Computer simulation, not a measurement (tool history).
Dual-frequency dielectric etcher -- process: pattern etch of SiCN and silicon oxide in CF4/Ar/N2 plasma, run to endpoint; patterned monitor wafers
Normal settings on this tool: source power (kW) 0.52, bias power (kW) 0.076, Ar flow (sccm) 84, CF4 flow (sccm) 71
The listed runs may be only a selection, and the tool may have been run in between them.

run	day	source power (kW)	bias power (kW)	Ar flow (sccm)	CF4 flow (sccm)	wafers since the last listed run	hours since the last wet clean	hours since the last source power generator calibration	hours since the last bias power generator calibration	hours since the last Ar flow controller change	hours since the last CF4 flow controller change	hours since the last upper electrode change	incoming incoming film thickness, nm	endpoint time (s)
1	0	0.52	0.076	84	71	0	433.2	1785.9	2007.9	880.4	940.8	2742.6	10.47	10.7
# day 2.533: wet clean of the chamber
2	2.554	0.52	0.076	84	71	469	0.5	1847.2	2069.2	941.7	1002.1	2803.9	10.31	9.9
3	3.975	0.52	0.076	84	71	429	34.6	1881.3	2103.3	975.8	1036.2	2838	10.37	10
4	5.45	0.52	0.076	84	71	445	70	1916.7	2138.7	1011.2	1071.6	2873.4	10.38	10.1
5	6.583	0.52	0.076	84	71	342	97.2	1943.9	2165.9	1038.4	1098.8	2900.6	10.46	10.2
6	8.546	0.52	0.076	84	71	592	144.3	1991	2213	1085.5	1145.9	2947.7	10.41	10.1
7	11.371	0.52	0.076	84	71	853	212.1	2058.8	2280.8	1153.3	1213.7	3015.5	10.37	10.2
8	13.629	0.52	0.076	84	71	682	266.3	2113	2335	1207.5	1267.9	3069.7	10.35	10.2
9	16.679	0.52	0.076	92	71	921	339.5	2186.2	2408.2	1280.7	1341.1	3142.9	10.4	10.4
# day 17.704: Ar flow controller replaced
10	19.125	0.52	0.076	92	71	663	398.2	2244.9	2466.9	34.1	1399.8	3201.6	10.43	10.6
# day 21.188: wet clean of the chamber
11	21.208	0.39	0.086	99	67	327	0.5	2294.9	2516.9	84.1	1449.8	3251.6	10.4	14
# day 22.4: bias power generator calibrated
12	23.083	0.59	0.094	77	62	516	45.5	2339.9	16.4	129.1	1494.8	3296.6	10.35	8.2
# day 23.817: source power generator calibrated
# day 25.733: upper electrode replaced
13	25.754	0.49	0.076	84	71	454	109.6	46.5	80.5	193.2	1558.9	0.5	10.44	11.5
14	27.625	0.52	0.076	84	71	565	154.5	91.4	125.4	238.1	1603.8	45.4	10.35	10.7
15	28.725	0.48	0.093	84	59	332	180.9	117.8	151.8	264.5	1630.2	71.8	10.35	11.5
# day 31.662: CF4 flow controller replaced
16	35.892	0.52	0.076	84	58	2089	352.9	289.8	323.8	436.5	101.5	243.8	10.35	11.2
17	37.325	0.52	0.076	84	71	433	387.3	324.2	358.2	470.9	135.9	278.2	10.38	10.8
# day 39.579: wet clean of the chamber
18	39.842	0.52	0.076	64	71	458	6.3	384.6	418.6	531.3	196.3	338.6	10.38	10.3
19	41.879	0.52	0.076	84	71	615	55.2	433.5	467.5	580.2	245.2	387.5	10.34	10.5
20	42.996	0.52	0.067	84	65	337	82	460.3	494.3	607	272	414.3	10.43	11
21	44.446	0.43	0.064	97	54	438	116.8	495.1	529.1	641.8	306.8	449.1	10.35	14.5
22	47.012	0.57	0.089	93	78	775	178.4	556.7	590.7	703.4	368.4	510.7	10.33	9.4
23	49.75	0.48	0.065	67	56	827	244.1	622.4	656.4	769.1	434.1	576.4	10.33	12.2
24	54.154	0.52	0.064	84	71	1330	349.8	728.1	762.1	874.8	539.8	682.1	10.41	11.2

Entry by entry between the runs, the difference in hidden state between the last listed run before and the first listed run after:
From run 1 to run 2: wet clean of the chamber (day 2.533)
  etch rate over this chamber's usual, %: -5.42 -> -0.309; source power that arrives over what is set, %: 4.6 -> 4.75
  measured result minus the result with no hidden state, endpoint time (s): +0.1 -> -0.5
From run 9 to run 10: Ar flow controller replaced (day 17.704)
  etch rate over this chamber's usual, %: -4.2 -> -4.87; source power that arrives over what is set, %: 5.56 -> 5.7
  measured result minus the result with no hidden state, endpoint time (s): -0.2 -> -0.1
From run 10 to run 11: wet clean of the chamber (day 21.188)
  etch rate over this chamber's usual, %: -4.87 -> 0.8; source power that arrives over what is set, %: 5.7 -> 5.82
  measured result minus the result with no hidden state, endpoint time (s): -0.1 -> -1.1
From run 11 to run 12: bias power generator calibrated (day 22.4)
  etch rate over this chamber's usual, %: 0.8 -> 0.284; source power that arrives over what is set, %: 5.82 -> 5.93
  measured result minus the result with no hidden state, endpoint time (s): -1.1 -> -0.6
From run 12 to run 13: source power generator calibrated (day 23.817); upper electrode replaced (day 25.733)
  etch rate over this chamber's usual, %: 0.284 -> -0.452; source power that arrives over what is set, %: 5.93 -> -0.563
  measured result minus the result with no hidden state, endpoint time (s): -0.6 -> +0.2
From run 15 to run 16: CF4 flow controller replaced (day 31.662)
  etch rate over this chamber's usual, %: -1.27 -> -3.24; source power that arrives over what is set, %: -0.393 -> 0.0189
  measured result minus the result with no hidden state, endpoint time (s): +0.2 -> +0.4
From run 17 to run 18: wet clean of the chamber (day 39.579)
  etch rate over this chamber's usual, %: -3.64 -> -0.434; source power that arrives over what is set, %: 0.101 -> 0.246
  measured result minus the result with no hidden state, endpoint time (s): +0.4 -> +0
